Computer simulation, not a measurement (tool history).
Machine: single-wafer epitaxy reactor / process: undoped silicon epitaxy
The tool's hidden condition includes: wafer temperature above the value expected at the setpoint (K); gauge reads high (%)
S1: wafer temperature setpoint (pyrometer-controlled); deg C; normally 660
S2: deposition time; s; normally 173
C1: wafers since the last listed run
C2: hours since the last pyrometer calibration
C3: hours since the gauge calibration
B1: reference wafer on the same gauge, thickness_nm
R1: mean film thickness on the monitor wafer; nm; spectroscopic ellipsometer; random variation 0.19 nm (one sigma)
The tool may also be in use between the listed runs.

| run | hour | S1 | S2 | C1 | C2 | C3 | B1 | R1 |
|---|---|---|---|---|---|---|---|---|
| 1 | 0 | 660 | 173 | 0 | 2758.5 | 254.6 | 40.857 | 33.388 |
| 2 | 25.1 | 660 | 173 | 153 | 2783.6 | 279.7 | 40.97 | 32.812 |
| 3 | 38.7 | 660 | 173 | 83 | 2797.2 | 293.3 | 40.846 | 33.113 |
| 4 | 57.9 | 660 | 173 | 117 | 2816.4 | 312.5 | 40.94 | 32.909 |
| 5 | 85.9 | 665 | 196 | 171 | 2844.4 | 340.5 | 40.858 | 41.276 |
| 6 | 102 | 665 | 196 | 98 | 2860.5 | 356.6 | 40.858 | 41.369 |
|  | 104 | gauge calibrated |
| 7 | 129.5 | 665 | 196 | 168 | 2888 | 25.5 | 40.831 | 40.887 |
| 8 | 164.9 | 660 | 173 | 216 | 2923.4 | 60.9 | 40.98 | 32.698 |
| 9 | 178.1 | 660 | 173 | 80 | 2936.6 | 74.1 | 40.908 | 32.587 |
| 10 | 200.8 | 660 | 173 | 139 | 2959.3 | 96.8 | 40.798 | 32.707 |
| 11 | 216.7 | 660 | 173 | 97 | 2975.2 | 112.7 | 40.897 | 32.488 |
| 12 | 248.2 | 660 | 149 | 192 | 3006.7 | 144.2 | 40.984 | 28.197 |
| 13 | 269.1 | 660 | 149 | 127 | 3027.6 | 165.1 | 40.932 | 28.121 |
| 14 | 286.2 | 664 | 199 | 104 | 3044.7 | 182.2 | 40.896 | 40.091 |
| 15 | 318 | 660 | 173 | 194 | 3076.5 | 214 | 40.938 | 32.425 |
| 16 | 342.4 | 648 | 158 | 149 | 3100.9 | 238.4 | 40.982 | 23.263 |
|  | 363.4 | pyrometer calibrated |
| 17 | 378 | 666 | 196 | 169 | 14.6 | 274 | 40.905 | 47.811 |
| 18 | 392.5 | 669 | 156 | 88 | 29.1 | 288.5 | 40.972 | 40.2 |
| 19 | 417.7 | 655 | 143 | 154 | 54.3 | 313.7 | 40.911 | 28.424 |
|  | 425.3 | gauge calibrated |
| 20 | 442.2 | 666 | 141 | 150 | 78.8 | 16.9 | 40.905 | 34.642 |
| 21 | 471.4 | 653 | 173 | 178 | 108 | 46.1 | 40.877 | 33.071 |
| 22 | 502.3 | 652 | 190 | 189 | 138.9 | 77 | 40.896 | 35.626 |
| 23 | 531.8 | 660 | 145 | 180 | 168.4 | 106.5 | 40.958 | 31.843 |
| 24 | 584.9 | 660 | 140 | 325 | 221.5 | 159.6 | 40.907 | 30.918 |
| 25 | 613 | 660 | 173 | 172 | 249.6 | 187.7 | 40.868 | 37.881 |
| 26 | 642.3 | 660 | 173 | 179 | 278.9 | 217 | 40.788 | 38.14 |

Alternative continuations, all from the tool just after run 26; predict every row:
| A | 642.7 | 660 | 173 | 2 | 279.3 | 217.4 | ? | ? |
| B | 642.7 | 664 | 161 | 2 | 279.3 | 217.4 | ? | ? |
| C | 642.7 | 664 | 173 | 2 | 279.3 | 217.4 | ? | ? |
| D | 642.7 | 649 | 173 | 2 | 279.3 | 217.4 | ? | ? |

| run | B1 | R1 |
|---|---|---|
| A | 40.85 | 37.801 |
| B | 40.85 | 37.91 |
| C | 40.85 | 40.736 |
| D | 40.85 | 30.686 |
The same runs, with their run-to-run variation unchanged, on a tool lacking any hidden condition would have given:
| run | R1 |
|---|---|
| A | 37.737 |
| B | 37.847 |
| C | 40.667 |
| D | 30.633 |
